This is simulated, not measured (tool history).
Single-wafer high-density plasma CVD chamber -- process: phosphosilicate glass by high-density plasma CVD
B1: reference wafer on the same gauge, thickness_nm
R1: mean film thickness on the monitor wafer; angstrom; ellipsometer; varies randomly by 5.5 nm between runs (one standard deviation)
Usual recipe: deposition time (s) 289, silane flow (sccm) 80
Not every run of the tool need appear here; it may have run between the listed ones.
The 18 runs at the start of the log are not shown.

run 19 day=11.421 | deposition_time_(s)=289 silane_flow_(sccm)=68 | B1=1959.771 | R1=20584.37
run 20 day=11.688 | deposition_time_(s)=289 silane_flow_(sccm)=80 | B1=1959.804 | R1=24202.97
run 21 day=12.046 | deposition_time_(s)=289 silane_flow_(sccm)=80 | B1=1961.237 | R1=24161.08
run 22 day=12.304 | deposition_time_(s)=289 silane_flow_(sccm)=80 | B1=1959.907 | R1=24215.6
run 23 day=12.967 | deposition_time_(s)=289 silane_flow_(sccm)=80 | B1=1960.076 | R1=24289.56
-- day=13.688 silane flow controller replaced
run 24 day=14.562 | deposition_time_(s)=289 silane_flow_(sccm)=80 | B1=1959.169 | R1=22858.74
run 25 day=14.954 | deposition_time_(s)=289 silane_flow_(sccm)=80 | B1=1958.392 | R1=22899.16
run 26 day=15.283 | deposition_time_(s)=247 silane_flow_(sccm)=80 | B1=1960.37 | R1=19454.72
-- day=15.529 gauge calibrated
run 27 day=15.596 | deposition_time_(s)=289 silane_flow_(sccm)=65 | B1=1959.56 | R1=18575.28
run 28 day=16.188 | deposition_time_(s)=289 silane_flow_(sccm)=75 | B1=1959.719 | R1=21475
run 29 day=16.925 | deposition_time_(s)=289 silane_flow_(sccm)=80 | B1=1958.497 | R1=22879.98
run 30 day=17.483 | deposition_time_(s)=289 silane_flow_(sccm)=80 | B1=1959.315 | R1=22938.82
run 31 day=17.825 | deposition_time_(s)=289 silane_flow_(sccm)=80 | B1=1960.994 | R1=22948
run 32 day=18.125 | deposition_time_(s)=289 silane_flow_(sccm)=80 | B1=1960.61 | R1=22921.07
run 33 day=18.479 | deposition_time_(s)=289 silane_flow_(sccm)=86 | B1=1960.132 | R1=24592.47
run 34 day=19.033 | deposition_time_(s)=289 silane_flow_(sccm)=80 | B1=1959.874 | R1=22827.87
run 35 day=19.729 | deposition_time_(s)=289 silane_flow_(sccm)=80 | B1=1960.865 | R1=22861.68
run 36 day=20.292 | deposition_time_(s)=304 silane_flow_(sccm)=69 | B1=1960.567 | R1=20750.57
run 37 day=20.679 | deposition_time_(s)=317 silane_flow_(sccm)=80 | B1=1960.49 | R1=25084.36
run 38 day=21.238 | deposition_time_(s)=289 silane_flow_(sccm)=85 | B1=1961.32 | R1=24253.96
run 39 day=21.546 | deposition_time_(s)=318 silane_flow_(sccm)=75 | B1=1960.756 | R1=23595.93
run 40 day=21.967 | deposition_time_(s)=244 silane_flow_(sccm)=69 | B1=1959.661 | R1=16793.04
run 41 day=22.467 | deposition_time_(s)=289 silane_flow_(sccm)=80 | B1=1959.732 | R1=22989.09
run 42 day=22.888 | deposition_time_(s)=342 silane_flow_(sccm)=71 | B1=1959.518 | R1=24030.43

Run 43, settings as shown, results not yet in. Your forecast:
run 43 day=24.462 | deposition_time_(s)=261 silane_flow_(sccm)=93 | B1=? | R1=?

Run 43 gave B1 1959.325, R1 24141.51 angstrom.
Without the tool's hidden state the same run would have given R1 24234.78 angstrom.
